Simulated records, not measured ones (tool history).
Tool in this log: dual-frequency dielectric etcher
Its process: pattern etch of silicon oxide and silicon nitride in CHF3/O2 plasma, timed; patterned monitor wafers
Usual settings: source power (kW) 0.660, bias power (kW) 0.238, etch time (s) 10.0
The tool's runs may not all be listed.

run     day  source power (kW)  bias power (kW)  etch time (s)  wafers since the last listed run  hours since the last wet clean  hours since the last source power generator calibration  hours since the last bias power generator calibration  hours since the last upper electrode change  hours since the gauge calibration  read-back reference wafer on the same gauge, depth_nm  mean etch depth across the wafer (Å)
  1   0.000              0.660            0.238           10.0                                 0                            11.3                                                   5246.0                                                 2041.8                                       2842.0                               68.2                                                  20.01                                 171.8
  2   1.383              0.660            0.238           10.0                               649                            44.5                                                   5279.2                                                 2075.0                                       2875.2                              101.4                                                  20.02                                 171.2
  3   2.104              0.660            0.238           10.0                               338                            61.8                                                   5296.5                                                 2092.3                                       2892.5                              118.7                                                  19.99                                 170.5
  4   2.696              0.660            0.194           10.0                               277                            76.0                                                   5310.7                                                 2106.5                                       2906.7                              132.9                                                  20.01                                 162.6
  5   3.371              0.660            0.194           10.0                               317                            92.2                                                   5326.9                                                 2122.7                                       2922.9                              149.1                                                  20.02                                 161.7
  6   4.092              0.660            0.238            9.0                               338                           109.5                                                   5344.2                                                 2140.0                                       2940.2                              166.4                                                  20.01                                 153.0
  7   5.329              0.660            0.238           10.0                               581                           139.2                                                   5373.9                                                 2169.7                                       2969.9                              196.1                                                  20.03                                 170.7
  8   6.262              0.660            0.238            8.0                               438                           161.6                                                   5396.3                                                 2192.1                                       2992.3                              218.5                                                  19.98                                 135.6
      7.017  -- source power generator calibrated
  9   7.438              0.820            0.261           12.5                               473                           189.8                                                     10.1                                                 2220.3                                       3020.5                              246.7                                                  20.03                                 230.8
 10   8.483              0.660            0.289           10.0                               491                           214.9                                                     35.2                                                 2245.4                                       3045.6                              271.8                                                  20.01                                 177.7
 11   9.225              0.660            0.295           12.0                               348                           232.7                                                     53.0                                                 2263.2                                       3063.4                              289.6                                                  19.99                                 215.1
 12   9.967              0.570            0.257           11.5                               348                           250.5                                                     70.8                                                 2281.0                                       3081.2                              307.4                                                  19.99                                 191.3
 13  10.775              0.660            0.262           10.0                               379                           269.9                                                     90.2                                                 2300.4                                       3100.6                              326.8                                                  19.99                                 173.5
 14  12.238              0.820            0.205            8.5                               687                           305.0                                                    125.3                                                 2335.5                                       3135.7                              361.9                                                  20.00                                 146.5
 15  13.562              0.810            0.287            7.5                               622                           336.8                                                    157.1                                                 2367.3                                       3167.5                              393.7                                                  19.98                                 139.6
 16  14.479              0.660            0.238           10.0                               430                           358.8                                                    179.1                                                 2389.3                                       3189.5                              415.7                                                  20.01                                 168.0
     15.471  -- bias power generator calibrated
 17  15.954              0.660            0.283            9.0                               614                           394.2                                                    214.5                                                   11.6                                       3224.9                              451.1                                                  19.99                                 158.0
     17.558  -- upper electrode replaced
 18  17.579              0.820            0.205           11.5                               293                           433.2                                                    253.5                                                   50.6                                          0.5                              490.1                                                  19.99                                 196.6
 19  17.854              0.660            0.213           10.0                               129                           439.8                                                    260.1                                                   57.2                                          7.1                              496.7                                                  19.99                                 162.8
 20  18.525              0.660            0.238           10.0                               315                           455.9                                                    276.2                                                   73.3                                         23.2                              512.8                                                  20.00                                 166.7
 21  19.525              0.660            0.208           10.0                               469                           479.9                                                    300.2                                                   97.3                                         47.2                              536.8                                                  19.99                                 161.6
     20.908  -- wet clean of the chamber
 22  20.929              0.810            0.238           10.0                               189                             0.5                                                    333.9                                                  131.0                                         80.9                              570.5                                                  20.00                                 182.6
 23  21.888              0.730            0.195            8.5                               450                            23.5                                                    356.9                                                  154.0                                        103.9                              593.5                                                  19.99                                 142.7
 24  23.067              0.660            0.269            7.5                               554                            51.8                                                    385.2                                                  182.3                                        132.2                              621.8                                                  20.00                                 132.9
 25  24.462              0.660            0.238           11.0                               655                            85.3                                                    418.7                                                  215.8                                        165.7                              655.3                                                  20.02                                 188.1
 26  25.054              0.660            0.238           10.0                               277                            99.5                                                    432.9                                                  230.0                                        179.9                              669.5                                                  19.99                                 172.4
 27  25.633              0.810            0.287            7.5                               272                           113.4                                                    446.8                                                  243.9                                        193.8                              683.4                                                  20.01                                 142.8
 28  26.538              0.510            0.255           11.5                               424                           135.1                                                    468.5                                                  265.6                                        215.5                              705.1                                                  19.99                                 187.1
 29  27.367              0.750            0.238           11.5                               389                           155.0                                                    488.4                                                  285.5                                        235.4                              725.0                                                  19.99                                 203.2
     28.017  -- gauge calibrated
 30  28.450              0.740            0.238           10.0                               509                           181.0                                                    514.4                                                  311.5                                        261.4                               10.4                                                  19.98                                 176.0
 31  29.942              0.700            0.238           10.0                               700                           216.8                                                    550.2                                                  347.3                                        297.2                               46.2                                                  20.00                                 173.3

Below are 3 alternative next runs, each starting from the tool's condition after run 31. Predict each:
  A  29.958              0.660            0.196           10.0                                 7                           217.2                                                    550.6                                                  347.7                                        297.6                               46.6                                                      ?                                     ?
  B  29.958              0.730            0.213            7.5                                 7                           217.2                                                    550.6                                                  347.7                                        297.6                               46.6                                                      ?                                     ?
  C  29.958              0.760            0.238           10.0                                 7                           217.2                                                    550.6                                                  347.7                                        297.6                               46.6                                                      ?                                     ?

run  read-back reference wafer on the same gauge, depth_nm  mean etch depth across the wafer (Å)
  A                                                  19.97                                 162.1
  B                                                  19.97                                 127.4
  C                                                  19.97                                 176.4
Take away the tool's hidden state, keep each run's random variation, and the runs would have read:
run  mean etch depth across the wafer (Å)
  A                                 163.8
  B                                 128.6
  C                                 178.2
